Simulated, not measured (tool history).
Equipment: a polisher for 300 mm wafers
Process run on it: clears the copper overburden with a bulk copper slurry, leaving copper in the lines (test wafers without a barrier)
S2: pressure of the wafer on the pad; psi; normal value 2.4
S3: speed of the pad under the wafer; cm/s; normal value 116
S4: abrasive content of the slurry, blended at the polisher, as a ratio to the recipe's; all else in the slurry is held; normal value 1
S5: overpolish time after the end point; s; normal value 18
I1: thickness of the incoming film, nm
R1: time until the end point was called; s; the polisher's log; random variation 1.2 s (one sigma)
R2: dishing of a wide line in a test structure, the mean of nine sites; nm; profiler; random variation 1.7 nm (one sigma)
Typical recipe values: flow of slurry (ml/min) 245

Run 1, hour 0: usual settings but S2 2.1 psi; I1 950.4. Result: R1 178.8 s, R2 62.2 nm.
At hour 1.3: worn pad replaced by a new one.
Run 2, hour 84: usual settings but S2 2.1 psi; I1 936.2. Result: R1 179.7 s, R2 65.6 nm.
At hour 90.5: slurry blender recalibrated.
At hour 129.2: head pressure recalibrated.
Run 3, hour 224.1: usual settings but S2 2.1 psi; I1 941.2. Result: R1 172.6 s, R2 65.6 nm.
At hour 397.5: worn pad replaced by a new one.
At hour 475.5: slurry blender recalibrated.
Run 4, hour 503.7: usual settings; I1 938.5. Result: R1 155.3 s, R2 70 nm.
Run 5, hour 581.3: usual settings; I1 922.5. Result: R1 154.9 s, R2 71.3 nm.
Run 6, hour 642.3: usual settings but S3 100 cm/s; I1 928.6. Result: R1 181.6 s, R2 65.4 nm.
At hour 720.7: slurry nozzle cleaned.
Run 7, hour 741.5: usual settings but S3 100 cm/s; I1 933.6. Result: R1 189.5 s, R2 61.5 nm.
Run 8, hour 820.8: usual settings but S3 100 cm/s; I1 932.9. Result: R1 188.8 s, R2 63.2 nm.
At hour 866.7: slurry blender recalibrated.
At hour 886.8: worn pad replaced by a new one.
Run 9, hour 887.3: usual settings; I1 939.5. Result: R1 157.8 s, R2 68.6 nm.
Run 10, hour 958.8: usual settings but flow of slurry (ml/min) 225; I1 928.4. Result: R1 155 s, R2 72.3 nm.
At hour 993.7: head pressure recalibrated.
Run 11, hour 1033.3: usual settings but flow of slurry (ml/min) 225; I1 928.5. Result: R1 160.7 s, R2 70.6 nm.
Run 12, hour 1096.2: usual settings but flow of slurry (ml/min) 225, S5 15 s; I1 935.3. Result: R1 163.2 s, R2 60.4 nm.
Run 13, hour 1181.4: usual settings but flow of slurry (ml/min) 295; I1 933.6. Result: R1 160.9 s, R2 70.8 nm.
Run 14, hour 1252.2: usual settings but flow of slurry (ml/min) 190, S2 2.7 psi, S3 104 cm/s; I1 922.8. Result: R1 178.2 s, R2 65.1 nm.
Run 15, hour 1300: usual settings but S2 1.9 psi, S3 104 cm/s; I1 936.8. Result: R1 218.6 s, R2 56.1 nm.
At hour 1312.8: slurry blender recalibrated.
Run 16, hour 1343.2: usual settings; I1 942.1. Result: R1 158.6 s, R2 70.3 nm.
At hour 1391.6: worn pad replaced by a new one.
Run 17, hour 1412.3: usual settings but flow of slurry (ml/min) 320, S4 0.7; I1 923.2. Result: R1 164.8 s, R2 67 nm.
Run 18, hour 1490.5: usual settings but flow of slurry (ml/min) 220; I1 938.3. Result: R1 161.3 s, R2 66.7 nm.
At hour 1499.7: slurry nozzle cleaned.
Run 19, hour 1529.2: usual settings but flow of slurry (ml/min) 215; I1 927.7. Result: R1 162.1 s, R2 69.6 nm.
Run 20, hour 1569.5: usual settings but S2 1.6 psi, S5 14 s; I1 946.8. Result: R1 207.8 s, R2 47.3 nm.
At hour 1820.4: slurry blender recalibrated.
Run 21, hour 1871.6: usual settings but flow of slurry (ml/min) 180, S2 2.9 psi, S4 0.9, S5 26 s; I1 931.6. Result: R1 143.8 s, R2 97.9 nm.
At hour 1886.1: worn pad replaced by a new one.
At hour 1949.9: head pressure recalibrated.
Run 22, hour 1957.2: usual settings but flow of slurry (ml/min) 190, S2 2.7 psi, S3 104 cm/s; I1 916.5. Result: R1 164.2 s, R2 66.5 nm.
Run 23, hour 2038.1: usual settings; I1 939. Result: R1 159.5 s, R2 70.8 nm.
Run 24, hour 2096.7: usual settings but flow of slurry (ml/min) 280, S2 2.2 psi; I1 948.1. Result: R1 172.6 s, R2 63.5 nm.
Run 25, hour 2158.4: usual settings but flow of slurry (ml/min) 330, S5 28 s; I1 948.9. Result: R1 168.7 s, R2 89.6 nm.
At hour 2229.9: slurry blender recalibrated.
Run 26, hour 2239.1: usual settings but S3 80 cm/s, S5 8 s; I1 926.1. Result: R1 221.2 s, R2 28.9 nm.

Same runs, no hidden state in the tool, same run-to-run variation:
Hidden conditions of the tool in this case: removal rate lost through wear of the pad, %; slurry flow missing at the pad, %; deviation of the head's pressure from its setpoint, %; abrasive missing from the slurry, %.
run     R1    R2
  1  167.4    65
  2  164.7  69.6
  3  167.2    67
  4  153.2  70.7
  5  150.5  72.7
  6  174.1  67.4
  7  177.6  64.4
  8  173.5    67
  9  155.4  69.3
 10  150.5  73.8
 11  153.5  72.7
 12  153.7    63
 13  148.4  74.6
 14  161.2  69.8
 15  195.1  60.9
 16  156.3    71
 17  160.4  68.3
 18  154.2  68.7
 19  153.6  72.1
 20  195.1  49.6
 21  140.4  99.2
 22  157.4  68.5
 23  150.1  73.6
 24  160.1  66.8
 25    154  93.9
 26  218.5  29.2
